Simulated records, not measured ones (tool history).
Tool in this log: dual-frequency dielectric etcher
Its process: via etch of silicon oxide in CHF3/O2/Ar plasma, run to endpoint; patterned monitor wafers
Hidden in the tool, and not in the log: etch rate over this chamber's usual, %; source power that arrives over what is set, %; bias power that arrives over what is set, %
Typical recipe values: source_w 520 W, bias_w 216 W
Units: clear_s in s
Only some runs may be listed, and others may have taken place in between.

run,hour,source_w,bias_w,wafers since the last listed run,hours since the last wet clean,hours since the last source power generator calibration,hours since the last bias power generator calibration,hours since the last upper electrode change,"incoming incoming film thickness, nm",clear_s
1,0,520,216,0,460.5,854,1130,5704.9,670.4,338.7
2,40.8,520,216,242,501.3,894.8,1170.8,5745.7,665.1,336.2
# hour 76.4: wet clean of the chamber
3,102.3,520,216,222,25.9,956.3,1232.3,5807.2,663,327.6
4,162.4,520,216,356,86,1016.4,1292.4,5867.3,668.8,329.1
5,231,520,180,407,154.6,1085,1361,5935.9,667.6,358.8
6,292.9,520,180,367,216.5,1146.9,1422.9,5997.8,661.3,356.4
7,355.6,580,199,372,279.2,1209.6,1485.6,6060.5,674,341.7
8,418.8,520,229,375,342.4,1272.8,1548.8,6123.7,671.4,328.9
9,450.4,620,180,187,374,1304.4,1580.4,6155.3,669.2,350.4
10,515.9,520,242,389,439.5,1369.9,1645.9,6220.8,667,321.1
# hour 604.9: wet clean of the chamber
11,605.4,520,191,389,0.5,1459.4,1735.4,6310.3,672.6,345.5
12,608.3,520,191,17,3.4,1462.3,1738.3,6313.2,670,344.1
# hour 658.8: bias power generator calibrated
13,666.6,520,191,322,61.7,1520.6,7.8,6371.5,667,351.4
14,726.4,440,250,355,121.5,1580.4,67.6,6431.3,668.7,327.6

What will run 15 give?
15,775.1,420,180,289,170.2,1629.1,116.3,6480,662.1,?

{"run 15": {"clear_s": 379.5}}
On a tool with no hidden condition, and with the same random variation, this run would have come out at clear_s 376.6 s.
